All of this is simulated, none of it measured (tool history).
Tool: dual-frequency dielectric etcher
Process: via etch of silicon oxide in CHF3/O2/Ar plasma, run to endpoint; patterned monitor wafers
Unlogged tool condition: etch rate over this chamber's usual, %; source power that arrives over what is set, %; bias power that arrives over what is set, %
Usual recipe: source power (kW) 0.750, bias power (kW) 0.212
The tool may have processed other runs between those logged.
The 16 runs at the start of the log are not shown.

run	hour	source power (kW)	bias power (kW)	wafers since the last listed run	hours since the last wet clean	hours since the last source power generator calibration	hours since the last bias power generator calibration	hours since the last upper electrode change	incoming incoming film thickness, nm	endpoint time (s)
17	379.5	0.940	0.178	54	380.0	2122.8	3880.3	93.0	435.3	182.2
18	409.2	0.880	0.258	86	409.7	2152.5	3910.0	122.7	428.3	158.3
# hour 441.3: wet clean of the chamber
19	441.8	0.750	0.212	24	0.5	2185.1	3942.6	155.3	430.4	179.4
20	442.2	0.890	0.166	1	0.9	2185.5	3943.0	155.7	434.4	186.6
21	476.4	0.620	0.250	99	35.1	2219.7	3977.2	189.9	431.1	177.9
22	510.8	0.920	0.241	99	69.5	2254.1	4011.6	224.3	431.3	158.9
23	526.6	0.870	0.229	45	85.3	2269.9	4027.4	240.1	434.7	165.8
24	541.4	0.590	0.241	42	100.1	2284.7	4042.2	254.9	427.6	183.6
25	563.5	0.570	0.193	63	122.2	2306.8	4064.3	277.0	432.7	207.6
# hour 579.1: bias power generator calibrated
26	595.1	0.570	0.191	79	153.8	2338.4	16.0	308.6	431.1	207.9
# hour 646.0: source power generator calibrated
27	681.4	0.590	0.260	238	240.1	35.4	102.3	394.9	429.6	182.0
28	701.0	0.750	0.212	56	259.7	55.0	121.9	414.5	432.4	183.0
29	727.8	0.750	0.186	77	286.5	81.8	148.7	441.3	435.2	194.7
30	752.8	0.750	0.161	72	311.5	106.8	173.7	466.3	427.3	202.2
31	786.0	0.620	0.185	96	344.7	140.0	206.9	499.5	433.4	208.9
32	812.8	0.750	0.212	77	371.5	166.8	233.7	526.3	427.4	182.6
33	829.4	0.610	0.166	48	388.1	183.4	250.3	542.9	431.6	218.7
34	842.8	0.880	0.251	38	401.5	196.8	263.7	556.3	436.1	163.6
35	873.8	0.870	0.229	89	432.5	227.8	294.7	587.3	431.2	170.5

4 options for the next run, each taken on its own from the tool as it stands now. Forecast them:
A	874.3	0.750	0.247	1	433.0	228.3	295.2	587.8	429.5	?
B	874.3	0.600	0.241	1	433.0	228.3	295.2	587.8	429.5	?
C	874.3	0.890	0.173	1	433.0	228.3	295.2	587.8	429.5	?
D	874.3	0.570	0.238	1	433.0	228.3	295.2	587.8	429.5	?

run	endpoint time (s)
A	172.3
B	188.1
C	187.5
D	192.5
With the hidden condition removed and each run's random variation left untouched, the same runs would have given:
run	endpoint time (s)
A	165.3
B	180.5
C	179.9
D	184.7
